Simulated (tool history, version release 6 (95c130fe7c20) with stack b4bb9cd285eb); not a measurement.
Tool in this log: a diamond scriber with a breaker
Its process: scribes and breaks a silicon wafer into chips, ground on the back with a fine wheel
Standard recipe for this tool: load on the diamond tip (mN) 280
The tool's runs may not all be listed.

run,day,load on the diamond tip (mN),wafers since the last listed run,hours since the diamond tip was replaced,hours since the load on the tip was calibrated,"incoming depth of the damage left on the back of the incoming wafer, um",depth of the median crack under the scribed line (nm),chips rejected at inspection after the break (%)
1,0,335,0,812.6,236.4,1.75,14840,1.7
2,0.708,335,46,829.6,253.4,1.74,14630,1.74
3,2.204,280,98,865.5,289.3,1.99,13620,1.06
4,3.004,222,52,884.7,308.5,2.2,12060,2.16
5,4.021,222,66,909.1,332.9,2.86,11940,2.82
6,5.346,222,87,940.9,364.7,1.59,12380,2.13
7,6.1,280,49,959,382.8,1.52,13200,0.94
8,7.021,280,60,981.1,404.9,1.52,13480,0.93
9,7.683,280,43,997,420.8,2.24,13340,1.16
# day 8.117: diamond tip replaced by a new one
10,9.117,280,88,24,455.2,1.97,13340,1.09
11,10.433,238,86,55.6,486.8,2.74,12760,2.05
12,11.396,204,63,78.7,509.9,2.52,11830,3.25
13,12.479,253,71,104.7,535.9,2.43,12990,1.5
# day 12.929: load on the tip recalibrated
14,13.025,218,30,117.8,2.3,1.71,12200,2.09
15,14.483,280,96,152.8,37.3,2.53,13450,1.28
16,15.008,353,34,165.4,49.9,2.65,14990,2.41
17,16.392,280,91,198.6,83.1,1.99,13330,1.02
18,17.642,301,82,228.6,113.1,1.67,14300,1.03
19,18.204,316,37,242.1,126.6,1.7,14370,1.27
20,19.7,356,98,278,162.5,2.31,14940,2.38
21,20.833,214,74,305.2,189.7,2.05,11870,2.46

Alternative continuations, all from the tool just after run 21; predict every row:
A,20.858,280,1,305.8,190.3,2.55,?,?
B,20.858,251,1,305.8,190.3,2.55,?,?
C,20.858,348,1,305.8,190.3,2.55,?,?
D,20.858,314,1,305.8,190.3,2.55,?,?

run,depth of the median crack under the scribed line (nm),chips rejected at inspection after the break (%)
A,13270,1.31
B,12650,1.62
C,14660,2.23
D,13980,1.53
What these runs would have given with no unlogged condition in the tool:
run,depth of the median crack under the scribed line (nm),chips rejected at inspection after the break (%)
A,13270,1.31
B,12650,1.62
C,14660,2.23
D,13980,1.53
